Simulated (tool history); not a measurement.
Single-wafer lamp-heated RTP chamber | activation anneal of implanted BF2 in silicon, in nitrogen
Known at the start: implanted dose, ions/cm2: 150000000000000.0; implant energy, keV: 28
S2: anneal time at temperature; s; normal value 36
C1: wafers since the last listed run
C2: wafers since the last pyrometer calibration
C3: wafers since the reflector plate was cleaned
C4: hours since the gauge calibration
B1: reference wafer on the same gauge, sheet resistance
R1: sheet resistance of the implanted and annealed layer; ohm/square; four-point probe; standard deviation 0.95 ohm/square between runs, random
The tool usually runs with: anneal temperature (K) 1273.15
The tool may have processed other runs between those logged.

run 1 hour=0.0 | anneal_temperature_(K)=1273.15 S2=36 | C1=0 C2=157 C3=629 C4=1070.5 | B1=601.20 | R1=636.24
run 2 hour=103.6 | anneal_temperature_(K)=1273.15 S2=36 | C1=965 C2=1123 C3=1595 C4=1174.1 | B1=600.74 | R1=636.46
run 3 hour=195.6 | anneal_temperature_(K)=1273.15 S2=36 | C1=857 C2=1980 C3=2452 C4=1266.1 | B1=600.39 | R1=635.67
run 4 hour=244.2 | anneal_temperature_(K)=1295.15 S2=49 | C1=452 C2=2433 C3=2904 C4=1314.7 | B1=600.81 | R1=629.51
run 5 hour=330.5 | anneal_temperature_(K)=1273.15 S2=25 | C1=804 C2=3237 C3=3709 C4=1401.0 | B1=600.86 | R1=638.24
run 6 hour=472.0 | anneal_temperature_(K)=1297.15 S2=36 | C1=1318 C2=4555 C3=5027 C4=1542.5 | B1=601.37 | R1=630.18
-- hour=526.7 pyrometer window cleaned and pyrometer calibrated
-- hour=543.7 reflector plate cleaned
run 7 hour=559.4 | anneal_temperature_(K)=1297.15 S2=36 | C1=665 C2=230 C3=146 C4=1629.9 | B1=600.74 | R1=631.31
run 8 hour=662.2 | anneal_temperature_(K)=1297.15 S2=36 | C1=957 C2=1187 C3=1103 C4=1732.7 | B1=601.21 | R1=632.18
run 9 hour=761.9 | anneal_temperature_(K)=1273.15 S2=36 | C1=928 C2=2116 C3=2032 C4=1832.4 | B1=601.16 | R1=634.49
run 10 hour=859.3 | anneal_temperature_(K)=1273.15 S2=36 | C1=907 C2=3024 C3=2940 C4=1929.8 | B1=601.10 | R1=634.34
-- hour=887.8 gauge calibrated
run 11 hour=921.1 | anneal_temperature_(K)=1273.15 S2=36 | C1=575 C2=3600 C3=3516 C4=33.3 | B1=601.29 | R1=635.59
run 12 hour=978.7 | anneal_temperature_(K)=1273.15 S2=36 | C1=536 C2=4136 C3=4052 C4=90.9 | B1=600.88 | R1=634.41
run 13 hour=1029.6 | anneal_temperature_(K)=1294.15 S2=36 | C1=474 C2=4610 C3=4526 C4=141.8 | B1=600.84 | R1=633.79
-- hour=1064.6 reflector plate cleaned
-- hour=1083.7 pyrometer window cleaned and pyrometer calibrated
run 14 hour=1121.4 | anneal_temperature_(K)=1294.15 S2=36 | C1=706 C2=351 C3=454 C4=233.6 | B1=601.22 | R1=632.35
run 15 hour=1204.6 | anneal_temperature_(K)=1273.15 S2=30 | C1=775 C2=1126 C3=1230 C4=316.8 | B1=601.02 | R1=637.17
run 16 hour=1296.8 | anneal_temperature_(K)=1273.15 S2=30 | C1=859 C2=1985 C3=2089 C4=409.0 | B1=601.04 | R1=637.09
run 17 hour=1391.7 | anneal_temperature_(K)=1273.15 S2=30 | C1=884 C2=2870 C3=2973 C4=503.9 | B1=601.03 | R1=637.10
run 18 hour=1448.6 | anneal_temperature_(K)=1257.15 S2=42 | C1=530 C2=3400 C3=3503 C4=560.8 | B1=601.50 | R1=638.41
run 19 hour=1486.1 | anneal_temperature_(K)=1261.15 S2=21 | C1=349 C2=3749 C3=3852 C4=598.3 | B1=601.29 | R1=641.45
run 20 hour=1540.3 | anneal_temperature_(K)=1297.15 S2=36 | C1=504 C2=4254 C3=4357 C4=652.5 | B1=600.98 | R1=629.73
run 21 hour=1609.3 | anneal_temperature_(K)=1258.15 S2=26 | C1=642 C2=4897 C3=5000 C4=721.5 | B1=601.05 | R1=642.05
-- hour=1629.0 pyrometer window cleaned and pyrometer calibrated
-- hour=1632.2 reflector plate cleaned
run 22 hour=1654.6 | anneal_temperature_(K)=1300.15 S2=24 | C1=317 C2=209 C3=209 C4=766.8 | B1=600.66 | R1=634.27
run 23 hour=1758.2 | anneal_temperature_(K)=1254.15 S2=53 | C1=965 C2=1174 C3=1174 C4=870.4 | B1=601.16 | R1=637.20
run 24 hour=1850.4 | anneal_temperature_(K)=1295.15 S2=20 | C1=859 C2=2033 C3=2033 C4=962.6 | B1=600.91 | R1=634.99
run 25 hour=1936.7 | anneal_temperature_(K)=1246.15 S2=46 | C1=804 C2=2837 C3=2837 C4=1048.9 | B1=601.06 | R1=641.89
run 26 hour=1975.5 | anneal_temperature_(K)=1273.15 S2=51 | C1=361 C2=3198 C3=3198 C4=1087.7 | B1=601.05 | R1=634.12
run 27 hour=2065.8 | anneal_temperature_(K)=1273.15 S2=36 | C1=841 C2=4040 C3=4040 C4=1178.0 | B1=601.26 | R1=634.98
run 28 hour=2127.5 | anneal_temperature_(K)=1292.15 S2=23 | C1=574 C2=4615 C3=4615 C4=1239.7 | B1=601.14 | R1=635.11
-- hour=2136.3 reflector plate cleaned
run 29 hour=2199.5 | anneal_temperature_(K)=1296.15 S2=21 | C1=596 C2=5211 C3=588 C4=1311.7 | B1=601.14 | R1=635.48
-- hour=2222.5 pyrometer window cleaned and pyrometer calibrated
run 30 hour=2250.9 | anneal_temperature_(K)=1260.15 S2=20 | C1=404 C2=264 C3=993 C4=1363.1 | B1=600.99 | R1=642.22
run 31 hour=2339.8 | anneal_temperature_(K)=1273.15 S2=28 | C1=828 C2=1092 C3=1821 C4=1452.0 | B1=601.14 | R1=637.10
run 32 hour=2432.2 | anneal_temperature_(K)=1273.15 S2=36 | C1=860 C2=1953 C3=2682 C4=1544.4 | B1=601.09 | R1=635.87
run 33 hour=2472.9 | anneal_temperature_(K)=1296.15 S2=53 | C1=379 C2=2332 C3=3061 C4=1585.1 | B1=600.95 | R1=626.66
run 34 hour=2574.3 | anneal_temperature_(K)=1273.15 S2=55 | C1=944 C2=3277 C3=4006 C4=1686.5 | B1=601.11 | R1=632.48
run 35 hour=2651.1 | anneal_temperature_(K)=1273.15 S2=36 | C1=715 C2=3993 C3=4721 C4=1763.3 | B1=601.03 | R1=634.27
-- hour=2694.7 pyrometer window cleaned and pyrometer calibrated
run 36 hour=2707.0 | anneal_temperature_(K)=1286.15 S2=24 | C1=446 C2=114 C3=5168 C4=1819.2 | B1=600.73 | R1=635.71

Alternative continuations, all from the tool just after run 36; predict every row:
run A hour=2707.4 | anneal_temperature_(K)=1273.15 S2=36 | C1=3 C2=118 C3=5171 C4=1819.6 | B1=? | R1=?
run B hour=2707.4 | anneal_temperature_(K)=1259.15 S2=36 | C1=3 C2=118 C3=5171 C4=1819.6 | B1=? | R1=?
run C hour=2707.4 | anneal_temperature_(K)=1250.15 S2=49 | C1=3 C2=118 C3=5171 C4=1819.6 | B1=? | R1=?

run=A B1=601.33 R1=634.92
run=B B1=601.33 R1=638.30
run=C B1=601.33 R1=639.30
With the hidden condition removed and each run's random variation left untouched, the same runs would have given:
run=A R1=634.92
run=B R1=638.30
run=C R1=639.30

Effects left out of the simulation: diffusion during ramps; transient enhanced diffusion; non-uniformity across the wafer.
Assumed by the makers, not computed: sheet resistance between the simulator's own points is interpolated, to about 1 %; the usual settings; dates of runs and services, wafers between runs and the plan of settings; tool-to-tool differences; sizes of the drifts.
